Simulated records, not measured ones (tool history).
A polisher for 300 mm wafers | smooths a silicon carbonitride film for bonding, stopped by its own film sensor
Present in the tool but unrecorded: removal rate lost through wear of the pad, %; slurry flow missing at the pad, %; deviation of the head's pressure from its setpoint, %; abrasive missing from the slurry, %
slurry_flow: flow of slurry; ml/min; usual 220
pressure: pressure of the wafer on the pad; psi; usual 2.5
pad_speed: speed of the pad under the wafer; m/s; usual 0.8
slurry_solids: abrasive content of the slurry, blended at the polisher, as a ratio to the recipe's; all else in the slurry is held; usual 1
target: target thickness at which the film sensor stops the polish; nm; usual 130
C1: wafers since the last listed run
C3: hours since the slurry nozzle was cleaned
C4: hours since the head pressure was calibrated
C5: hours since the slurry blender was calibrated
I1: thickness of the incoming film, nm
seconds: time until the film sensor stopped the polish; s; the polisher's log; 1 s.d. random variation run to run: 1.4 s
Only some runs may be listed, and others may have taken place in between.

run 1 hour=0 | slurry_flow=220 pressure=2.5 pad_speed=0.8 slurry_solids=1 target=130 | C1=0 wafers_polished_on_this_pad=2753 C3=230.8 C4=130.6 C5=453.3 | I1=151.9 | seconds=117.2
run 2 hour=62.4 | slurry_flow=220 pressure=2.5 pad_speed=0.8 slurry_solids=1 target=130 | C1=773 wafers_polished_on_this_pad=3527 C3=293.2 C4=193 C5=515.7 | I1=150.4 | seconds=108.9
-- hour=80.8 slurry blender recalibrated
run 3 hour=89.5 | slurry_flow=220 pressure=2.5 pad_speed=0.8 slurry_solids=1 target=130 | C1=311 wafers_polished_on_this_pad=3838 C3=320.3 C4=220.1 C5=8.7 | I1=148.4 | seconds=92.1
run 4 hour=131.7 | slurry_flow=255 pressure=2.5 pad_speed=0.8 slurry_solids=1 target=130 | C1=523 wafers_polished_on_this_pad=4361 C3=362.5 C4=262.3 C5=50.9 | I1=152.2 | seconds=108.7
run 5 hour=195.2 | slurry_flow=220 pressure=2.5 pad_speed=0.8 slurry_solids=1 target=130 | C1=787 wafers_polished_on_this_pad=5149 C3=426 C4=325.8 C5=114.4 | I1=147.9 | seconds=90.1
-- hour=212 slurry nozzle cleaned
-- hour=231.7 worn pad replaced by a new one
run 6 hour=251.9 | slurry_flow=220 pressure=2.5 pad_speed=0.8 slurry_solids=1 target=130 | C1=641 wafers_polished_on_this_pad=250 C3=39.9 C4=382.5 C5=171.1 | I1=152.8 | seconds=115
run 7 hour=290.2 | slurry_flow=220 pressure=2.5 pad_speed=1.06 slurry_solids=1 target=135 | C1=475 wafers_polished_on_this_pad=725 C3=78.2 C4=420.8 C5=209.4 | I1=152.2 | seconds=71
run 8 hour=314.9 | slurry_flow=155 pressure=2.5 pad_speed=0.68 slurry_solids=1 target=130 | C1=306 wafers_polished_on_this_pad=1032 C3=102.9 C4=445.5 C5=234.1 | I1=149.5 | seconds=118.2
run 9 hour=366.6 | slurry_flow=220 pressure=2.5 pad_speed=0.8 slurry_solids=1.2 target=130 | C1=641 wafers_polished_on_this_pad=1673 C3=154.6 C4=497.2 C5=285.8 | I1=148.3 | seconds=85.6
run 10 hour=434 | slurry_flow=220 pressure=2.5 pad_speed=0.8 slurry_solids=1.25 target=130 | C1=835 wafers_polished_on_this_pad=2509 C3=222 C4=564.6 C5=353.2 | I1=150.6 | seconds=95.6
run 11 hour=470.2 | slurry_flow=220 pressure=2.5 pad_speed=0.8 slurry_solids=1 target=130 | C1=448 wafers_polished_on_this_pad=2958 C3=258.2 C4=600.8 C5=389.4 | I1=148.7 | seconds=96.6
run 12 hour=496.2 | slurry_flow=220 pressure=2.5 pad_speed=0.92 slurry_solids=1 target=130 | C1=322 wafers_polished_on_this_pad=3280 C3=284.2 C4=626.8 C5=415.4 | I1=150.9 | seconds=99.1
-- hour=533 head pressure recalibrated
-- hour=556.6 slurry blender recalibrated
run 13 hour=557.1 | slurry_flow=220 pressure=2.5 pad_speed=0.98 slurry_solids=1 target=125 | C1=705 wafers_polished_on_this_pad=3986 C3=345.1 C4=24.1 C5=0.5 | I1=149.1 | seconds=103.2
run 14 hour=620.8 | slurry_flow=220 pressure=3.3 pad_speed=0.8 slurry_solids=1.1 target=130 | C1=790 wafers_polished_on_this_pad=4776 C3=408.8 C4=87.8 C5=64.2 | I1=151.1 | seconds=80.6
-- hour=640.4 slurry nozzle cleaned
run 15 hour=660.7 | slurry_flow=220 pressure=3.1 pad_speed=0.8 slurry_solids=0.8 target=127 | C1=482 wafers_polished_on_this_pad=5259 C3=20.3 C4=127.7 C5=104.1 | I1=150.6 | seconds=109.2
-- hour=677 worn pad replaced by a new one, of another model than before
run 16 hour=728 | slurry_flow=220 pressure=1.7 pad_speed=0.8 slurry_solids=1 target=130 | C1=785 wafers_polished_on_this_pad=632 C3=87.6 C4=195 C5=171.4 | I1=149.6 | seconds=148.1
run 17 hour=787.8 | slurry_flow=285 pressure=3.4 pad_speed=0.8 slurry_solids=0.75 target=130 | C1=741 wafers_polished_on_this_pad=1374 C3=147.4 C4=254.8 C5=231.2 | I1=148.2 | seconds=76.1
run 18 hour=856 | slurry_flow=190 pressure=2.5 pad_speed=0.64 slurry_solids=1 target=130 | C1=845 wafers_polished_on_this_pad=2220 C3=215.6 C4=323 C5=299.4 | I1=151.9 | seconds=127.3
run 19 hour=911.4 | slurry_flow=220 pressure=2.5 pad_speed=0.8 slurry_solids=1 target=130 | C1=687 wafers_polished_on_this_pad=2907 C3=271 C4=378.4 C5=354.8 | I1=150.3 | seconds=106.3
run 20 hour=942.9 | slurry_flow=220 pressure=1.9 pad_speed=0.52 slurry_solids=0.8 target=130 | C1=390 wafers_polished_on_this_pad=3297 C3=302.5 C4=409.9 C5=386.3 | I1=149.1 | seconds=178.2
-- hour=978.8 slurry blender recalibrated
run 21 hour=986.9 | slurry_flow=265 pressure=2.5 pad_speed=0.8 slurry_solids=1 target=130 | C1=520 wafers_polished_on_this_pad=3818 C3=346.5 C4=453.9 C5=8.1 | I1=150.3 | seconds=98.3
run 22 hour=1046.5 | slurry_flow=220 pressure=2.5 pad_speed=0.8 slurry_solids=1 target=130 | C1=739 wafers_polished_on_this_pad=4558 C3=406.1 C4=513.5 C5=67.7 | I1=150.6 | seconds=99.8

Predict the results of run 23:
run 23 hour=1070.8 | slurry_flow=175 pressure=3.1 pad_speed=0.8 slurry_solids=1 target=136 | C1=301 wafers_polished_on_this_pad=4859 C3=430.4 C4=537.8 C5=92 | I1=150.6 | seconds=?

{"run 23": {"seconds": 59.8}}
Were there no unlogged condition in the tool, this run, its random variation unchanged, would have produced seconds 59 s.

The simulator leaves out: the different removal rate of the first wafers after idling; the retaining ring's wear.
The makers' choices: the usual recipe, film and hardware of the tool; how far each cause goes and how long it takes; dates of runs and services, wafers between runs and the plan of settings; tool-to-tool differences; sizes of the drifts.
